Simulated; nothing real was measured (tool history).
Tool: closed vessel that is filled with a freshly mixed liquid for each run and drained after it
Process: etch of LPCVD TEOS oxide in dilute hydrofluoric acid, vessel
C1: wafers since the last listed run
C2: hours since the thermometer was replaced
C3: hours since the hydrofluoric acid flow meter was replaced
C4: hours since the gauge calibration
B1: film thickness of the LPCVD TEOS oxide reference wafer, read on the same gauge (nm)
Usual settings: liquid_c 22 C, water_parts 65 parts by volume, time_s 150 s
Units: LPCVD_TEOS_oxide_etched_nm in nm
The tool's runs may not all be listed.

run 1 day=0 | liquid_c=22 water_parts=65 time_s=150 | C1=0 C2=1209.9 C3=920.5 C4=135.2 | B1=119.95 | LPCVD_TEOS_oxide_etched_nm=37.75
run 2 day=0.45 | liquid_c=22 water_parts=65 time_s=150 | C1=737 C2=1220.7 C3=931.3 C4=146 | B1=119.98 | LPCVD_TEOS_oxide_etched_nm=37.75
run 3 day=1.112 | liquid_c=22 water_parts=65 time_s=150 | C1=1085 C2=1236.6 C3=947.2 C4=161.9 | B1=120 | LPCVD_TEOS_oxide_etched_nm=37.46
run 4 day=1.821 | liquid_c=22 water_parts=65 time_s=150 | C1=1160 C2=1253.6 C3=964.2 C4=178.9 | B1=120 | LPCVD_TEOS_oxide_etched_nm=37.23
run 5 day=2.192 | liquid_c=22 water_parts=65 time_s=150 | C1=607 C2=1262.5 C3=973.1 C4=187.8 | B1=120.01 | LPCVD_TEOS_oxide_etched_nm=37.82
run 6 day=2.517 | liquid_c=22 water_parts=65 time_s=150 | C1=532 C2=1270.3 C3=980.9 C4=195.6 | B1=120.01 | LPCVD_TEOS_oxide_etched_nm=36.61
run 7 day=2.867 | liquid_c=22 water_parts=65 time_s=150 | C1=573 C2=1278.7 C3=989.3 C4=204 | B1=119.99 | LPCVD_TEOS_oxide_etched_nm=37.41
run 8 day=3.146 | liquid_c=22 water_parts=65 time_s=150 | C1=457 C2=1285.4 C3=996 C4=210.7 | B1=120.03 | LPCVD_TEOS_oxide_etched_nm=37.09
run 9 day=3.433 | liquid_c=19.5 water_parts=65 time_s=150 | C1=470 C2=1292.3 C3=1002.9 C4=217.6 | B1=119.98 | LPCVD_TEOS_oxide_etched_nm=33.08
run 10 day=4.138 | liquid_c=19.5 water_parts=65 time_s=150 | C1=1153 C2=1309.2 C3=1019.8 C4=234.5 | B1=120.01 | LPCVD_TEOS_oxide_etched_nm=32.98
run 11 day=4.742 | liquid_c=22 water_parts=65 time_s=150 | C1=989 C2=1323.7 C3=1034.3 C4=249 | B1=120 | LPCVD_TEOS_oxide_etched_nm=37.11
run 12 day=5.046 | liquid_c=22 water_parts=65 time_s=150 | C1=498 C2=1331 C3=1041.6 C4=256.3 | B1=119.98 | LPCVD_TEOS_oxide_etched_nm=37.1
run 13 day=5.546 | liquid_c=22 water_parts=65 time_s=150 | C1=819 C2=1343 C3=1053.6 C4=268.3 | B1=119.99 | LPCVD_TEOS_oxide_etched_nm=37.14
-- day=5.562 gauge calibrated
run 14 day=6.062 | liquid_c=22 water_parts=65 time_s=150 | C1=846 C2=1355.4 C3=1066 C4=12 | B1=119.98 | LPCVD_TEOS_oxide_etched_nm=37.32
-- day=6.196 hydrofluoric acid flow meter replaced
run 15 day=6.746 | liquid_c=22 water_parts=65 time_s=150 | C1=1051 C2=1371.8 C3=13.2 C4=28.4 | B1=120.02 | LPCVD_TEOS_oxide_etched_nm=36.75
run 16 day=7.175 | liquid_c=22 water_parts=65 time_s=80 | C1=703 C2=1382.1 C3=23.5 C4=38.7 | B1=119.97 | LPCVD_TEOS_oxide_etched_nm=19.46
-- day=8.442 thermometer replaced
run 17 day=9 | liquid_c=22 water_parts=40 time_s=175 | C1=2921 C2=13.4 C3=67.3 C4=82.5 | B1=120.01 | LPCVD_TEOS_oxide_etched_nm=81.23
run 18 day=9.496 | liquid_c=26.5 water_parts=65 time_s=75 | C1=812 C2=25.3 C3=79.2 C4=94.4 | B1=120.01 | LPCVD_TEOS_oxide_etched_nm=24.91
run 19 day=9.788 | liquid_c=22 water_parts=65 time_s=110 | C1=477 C2=32.3 C3=86.2 C4=101.4 | B1=119.99 | LPCVD_TEOS_oxide_etched_nm=30.06
run 20 day=10.304 | liquid_c=24.5 water_parts=45 time_s=90 | C1=846 C2=44.7 C3=98.6 C4=113.8 | B1=120 | LPCVD_TEOS_oxide_etched_nm=40.84

Forecast run 21:
run 21 day=11 | liquid_c=22 water_parts=65 time_s=190 | C1=1139 C2=61.4 C3=115.3 C4=130.5 | B1=? | LPCVD_TEOS_oxide_etched_nm=?

{"run 21": {"B1": 119.98, "LPCVD_TEOS_oxide_etched_nm": 52.73}}
Without the tool's hidden state the same run would have given LPCVD_TEOS_oxide_etched_nm 53.11 nm.

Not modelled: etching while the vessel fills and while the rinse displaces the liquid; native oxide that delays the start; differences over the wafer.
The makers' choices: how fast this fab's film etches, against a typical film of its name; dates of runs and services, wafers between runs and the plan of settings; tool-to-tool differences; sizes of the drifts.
